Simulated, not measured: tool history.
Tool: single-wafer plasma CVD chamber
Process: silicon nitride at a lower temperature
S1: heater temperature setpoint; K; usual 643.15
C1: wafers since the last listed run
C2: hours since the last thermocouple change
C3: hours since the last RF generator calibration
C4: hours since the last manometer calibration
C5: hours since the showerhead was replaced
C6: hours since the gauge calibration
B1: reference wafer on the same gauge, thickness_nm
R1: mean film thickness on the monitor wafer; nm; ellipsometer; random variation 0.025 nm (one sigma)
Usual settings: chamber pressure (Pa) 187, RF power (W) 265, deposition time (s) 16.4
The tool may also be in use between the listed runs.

Run 1, hour 0.0: usual settings but deposition time (s) 13.9; C1 0; C2 1775.5; C3 2429.0; C4 2718.6; C5 2792.2; C6 35.9; B1 19.032. Result: R1 14.035 nm.
Run 2, hour 11.6: usual settings but deposition time (s) 13.9; C1 283; C2 1787.1; C3 2440.6; C4 2730.2; C5 2803.8; C6 47.5; B1 19.046. Result: R1 14.082 nm.
Run 3, hour 29.0: usual settings; C1 425; C2 1804.5; C3 2458.0; C4 2747.6; C5 2821.2; C6 64.9; B1 19.057. Result: R1 16.596 nm.
Run 4, hour 38.7: usual settings; C1 237; C2 1814.2; C3 2467.7; C4 2757.3; C5 2830.9; C6 74.6; B1 19.073. Result: R1 16.630 nm.
Run 5, hour 55.5: usual settings; C1 410; C2 1831.0; C3 2484.5; C4 2774.1; C5 2847.7; C6 91.4; B1 19.091. Result: R1 16.606 nm.
Run 6, hour 72.7: usual settings but chamber pressure (Pa) 159; C1 420; C2 1848.2; C3 2501.7; C4 2791.3; C5 2864.9; C6 108.6; B1 19.091. Result: R1 15.734 nm.
Run 7, hour 88.9: usual settings; C1 395; C2 1864.4; C3 2517.9; C4 2807.5; C5 2881.1; C6 124.8; B1 19.117. Result: R1 16.642 nm.
Run 8, hour 96.1: usual settings; C1 175; C2 1871.6; C3 2525.1; C4 2814.7; C5 2888.3; C6 132.0; B1 19.108. Result: R1 16.635 nm.
At hour 105.5: capacitance manometer re-zeroed and calibrated.
At hour 109.4: showerhead replaced.
At hour 114.1: thermocouple changed; heater temperature recalibrated.
At hour 115.4: RF generator calibrated.
Run 9, hour 115.9: usual settings; C1 45; C2 1.8; C3 0.5; C4 10.4; C5 6.5; C6 151.8; B1 19.124. Result: R1 16.648 nm.
Run 10, hour 117.5: usual settings; C1 39; C2 3.4; C3 2.1; C4 12.0; C5 8.1; C6 153.4; B1 19.128. Result: R1 16.643 nm.
At hour 121.1: gauge calibrated.
Run 11, hour 129.2: usual settings but S1 630.15 K, deposition time (s) 15.0; C1 285; C2 15.1; C3 13.8; C4 23.7; C5 19.8; C6 8.1; B1 19.015. Result: R1 15.224 nm.
Run 12, hour 137.5: usual settings; C1 202; C2 23.4; C3 22.1; C4 32.0; C5 28.1; C6 16.4; B1 19.016. Result: R1 16.585 nm.
Run 13, hour 151.3: usual settings but deposition time (s) 17.4; C1 337; C2 37.2; C3 35.9; C4 45.8; C5 41.9; C6 30.2; B1 19.030. Result: R1 17.594 nm.
Run 14, hour 163.5: usual settings but RF power (W) 295, deposition time (s) 18.4; C1 298; C2 49.4; C3 48.1; C4 58.0; C5 54.1; C6 42.4; B1 19.045. Result: R1 19.885 nm.
Run 15, hour 179.2: usual settings but S1 647.15 K, chamber pressure (Pa) 213, RF power (W) 285, deposition time (s) 15.4; C1 383; C2 65.1; C3 63.8; C4 73.7; C5 69.8; C6 58.1; B1 19.063. Result: R1 16.980 nm.
Run 16, hour 186.5: usual settings but S1 658.15 K, chamber pressure (Pa) 219; C1 178; C2 72.4; C3 71.1; C4 81.0; C5 77.1; C6 65.4; B1 19.056. Result: R1 17.317 nm.
Run 17, hour 195.8: usual settings; C1 227; C2 81.7; C3 80.4; C4 90.3; C5 86.4; C6 74.7; B1 19.065. Result: R1 16.589 nm.
Run 18, hour 203.6: usual settings but chamber pressure (Pa) 152, deposition time (s) 17.6; C1 190; C2 89.5; C3 88.2; C4 98.1; C5 94.2; C6 82.5; B1 19.071. Result: R1 16.586 nm.

The same runs without the tool's hidden state, with the same run-to-run variation:
The hidden state here: wafer temperature above the value expected at the setpoint (K); delivered RF power above the setpoint (%); true pressure above the setpoint (%); gauge reads high (%).
run      R1
  1  14.004
  2  14.045
  3  16.541
  4  16.569
  5  16.534
  6  15.654
  7  16.547
  8  16.536
  9  16.535
 10  16.530
 11  15.212
 12  16.566
 13  17.564
 14  19.843
 15  16.933
 16  17.264
 17  16.532
 18  16.524
